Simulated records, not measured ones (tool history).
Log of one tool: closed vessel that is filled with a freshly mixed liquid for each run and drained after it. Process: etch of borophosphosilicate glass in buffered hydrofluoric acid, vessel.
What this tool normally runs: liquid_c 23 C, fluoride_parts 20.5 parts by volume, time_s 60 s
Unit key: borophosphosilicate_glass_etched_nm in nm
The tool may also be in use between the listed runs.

run,hour,liquid_c,fluoride_parts,time_s,"read-back film thickness of the borophosphosilicate glass reference wafer, read on the same gauge (nm)",borophosphosilicate_glass_etched_nm
1,0,23,20.5,60,40.03,69.48
# hour 43: hydrofluoric acid flow meter replaced
2,83.3,20.5,20.5,60,40.02,61.47
# hour 150.9: gauge calibrated
3,163.9,20.5,20.5,60,39.99,60.82
4,206.2,19.5,20.5,60,40.01,57.06
5,302,19.5,20.5,60,40.01,57.39
6,404.3,19.5,20.5,60,40.04,56.64
7,496.6,23,20.5,60,40.01,69.81
8,576.2,23,20.5,60,39.97,69.69
9,681.6,23,20.5,60,40.01,69
10,753.2,23,20.5,35,40,40.98
11,809,21.5,20.5,60,39.98,63.7
12,875,23,20.5,60,40.02,70.36
13,958.4,23,20.5,60,39.98,69.78
14,1034.8,23,20.5,60,40.01,68.97
15,1102.4,23,20.5,80,40.01,92.41
# hour 1189.1: hydrofluoric acid flow meter replaced
16,1194.2,19.5,14,85,40.01,117
17,1243.4,27.5,17,60,40.03,105.9
18,1351.2,18.5,20.5,60,40.01,54.25
19,1434.9,23,20.5,60,40,68.36
20,1539.1,23,20.5,60,39.96,69.83
21,1577.9,25.5,27,85,40.02,94.04
# hour 1608.4: thermometer replaced
22,1621.1,23,20.5,60,39.99,69.62
23,1694.2,18,20.5,30,40.02,26.27
24,1772.5,23,20.5,60,39.99,69.3
25,1865.4,23,26.5,85,39.98,82.26

What will run 26 give?
26,1947,19,27.5,60,?,?

read-back film thickness of the borophosphosilicate glass reference wafer, read on the same gauge (nm): 40
borophosphosilicate_glass_etched_nm: 46.13 nm
Without the tool's hidden state the same run would have given borophosphosilicate_glass_etched_nm 46.13 nm.
